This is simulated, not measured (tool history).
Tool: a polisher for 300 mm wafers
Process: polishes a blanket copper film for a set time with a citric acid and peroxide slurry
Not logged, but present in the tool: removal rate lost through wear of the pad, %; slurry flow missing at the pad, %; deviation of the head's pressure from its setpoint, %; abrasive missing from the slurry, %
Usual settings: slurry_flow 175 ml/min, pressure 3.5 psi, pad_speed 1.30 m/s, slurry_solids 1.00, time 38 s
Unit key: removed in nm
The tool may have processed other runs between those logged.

run    hour  slurry_flow  pressure  pad_speed  slurry_solids  time  wafers since the last listed run  wafers polished on this pad  hours since the slurry nozzle was cleaned  hours since the head pressure was calibrated  hours since the slurry blender was calibrated  incoming thickness of the incoming film, nm  removed
  1     0.0          210       3.5       1.30           1.00    38                                 0                          575                                      131.8                                         115.8                                          239.1                                       1150.7    124.3
       25.5  -- slurry blender recalibrated
  2    49.4          210       3.5       1.30           1.00    38                               345                          920                                      181.2                                         165.2                                           23.9                                       1158.2    127.0
  3    93.1          210       3.5       1.30           1.00    38                               318                         1238                                      224.9                                         208.9                                           67.6                                       1152.2    123.8
  4   117.6          175       3.9       1.30           1.00    32                               178                         1416                                      249.4                                         233.4                                           92.1                                       1131.4    111.5
      125.5  -- worn pad replaced by a new one
  5   186.3          175       3.5       1.30           1.00    38                               471                          442                                      318.1                                         302.1                                          160.8                                       1143.1    115.6
  6   220.7          175       3.5       1.30           1.00    38                               250                          693                                      352.5                                         336.5                                          195.2                                       1148.3    113.0
      236.9  -- head pressure recalibrated
      237.4  -- slurry blender recalibrated
  7   285.7          175       3.5       1.30           1.00    38                               455                         1148                                      417.5                                          48.8                                           48.3                                       1140.8    123.3
  8   355.1          175       3.5       1.30           1.00    38                               505                         1653                                      486.9                                         118.2                                          117.7                                       1131.2    123.2
      367.7  -- slurry nozzle cleaned
      387.4  -- worn pad replaced by a new one
  9   409.7          175       3.5       1.30           1.00    38                               361                          162                                       42.0                                         172.8                                          172.3                                       1166.4    119.7
      456.4  -- slurry blender recalibrated
 10   456.9          175       3.5       1.30           1.00    43                               329                          491                                       89.2                                         220.0                                            0.5                                       1146.1    131.7
 11   510.2          175       3.5       1.30           1.00    43                               388                          880                                      142.5                                         273.3                                           53.8                                       1147.8    132.9
      532.4  -- head pressure recalibrated
 12   538.0          175       2.7       1.30           1.00    38                               187                         1067                                      170.3                                           5.6                                           81.6                                       1148.9     94.9
 13   602.9          175       3.5       1.30           1.00    38                               472                         1540                                      235.2                                          70.5                                          146.5                                       1161.9    124.3
      622.9  -- worn pad replaced by a new one
 14   650.6          175       3.9       1.30           1.00    32                               318                          201                                      282.9                                         118.2                                          194.2                                       1139.2    115.0
      696.1  -- slurry blender recalibrated
 15   711.8          150       3.5       1.30           1.00    48                               431                          632                                      344.1                                         179.4                                           15.7                                       1138.1    148.1
 16   750.8          175       3.5       1.30           1.00    38                               283                          916                                      383.1                                         218.4                                           54.7                                       1144.8    118.1
 17   775.8          175       4.2       1.30           1.00    38                               182                         1098                                      408.1                                         243.4                                           79.7                                       1168.5    140.7
 18   816.2          175       3.5       1.30           1.00    38                               294                         1392                                      448.5                                         283.8                                          120.1                                       1153.6    114.5
      823.8  -- worn pad replaced by a new one
      839.9  -- slurry nozzle cleaned
 19   848.5          230       3.5       1.30           0.85    38                               198                          172                                        8.6                                         316.1                                          152.4                                       1148.7    113.5
      886.9  -- head pressure recalibrated
 20   887.4          175       4.0       1.30           1.00    38                               268                          441                                       47.5                                           0.5                                          191.3                                       1162.5    144.9
 21   926.1          175       3.5       0.86           1.00    38                               281                          723                                       86.2                                          39.2                                          230.0                                       1143.0     91.7
      965.2  -- slurry blender recalibrated
 22   983.1          175       3.5       1.30           1.20    38                               400                         1123                                      143.2                                          96.2                                           17.9                                       1123.1    127.9
 23  1045.6          175       2.4       1.72           1.00    38                               455                         1578                                      205.7                                         158.7                                           80.4                                       1136.6    105.6
     1085.2  -- worn pad replaced by a new one
 24  1097.2          175       3.5       1.30           1.00    38                               346                           87                                      257.3                                         210.3                                          132.0                                       1171.7    119.7
 25  1149.6          175       3.5       1.30           1.00    38                               381                          468                                      309.7                                         262.7                                          184.4                                       1146.2    116.9
     1164.4  -- head pressure recalibrated
     1176.6  -- slurry blender recalibrated
 26  1177.1          210       2.9       0.92           1.00    38                               171                          639                                      337.2                                          12.7                                            0.5                                       1135.2     80.0

Alternative continuations, all from the tool just after run 26; predict every row:
  A  1177.5          175       3.5       1.30           1.00    26                                 2                          642                                      337.6                                          13.1                                            0.9                                       1150.6        ?
  B  1177.5          230       3.5       1.30           1.00    33                                 2                          642                                      337.6                                          13.1                                            0.9                                       1150.6        ?
  C  1177.5          175       3.1       1.50           1.10    29                                 2                          642                                      337.6                                          13.1                                            0.9                                       1150.6        ?
  D  1177.5          175       4.2       1.30           1.00    34                                 2                          642                                      337.6                                          13.1                                            0.9                                       1150.6        ?

run  removed
  A     85.1
  B    111.1
  C     96.2
  D    133.1
Take away the tool's hidden state, keep each run's random variation, and the runs would have read:
run  removed
  A     85.1
  B    111.2
  C     96.2
  D    133.2

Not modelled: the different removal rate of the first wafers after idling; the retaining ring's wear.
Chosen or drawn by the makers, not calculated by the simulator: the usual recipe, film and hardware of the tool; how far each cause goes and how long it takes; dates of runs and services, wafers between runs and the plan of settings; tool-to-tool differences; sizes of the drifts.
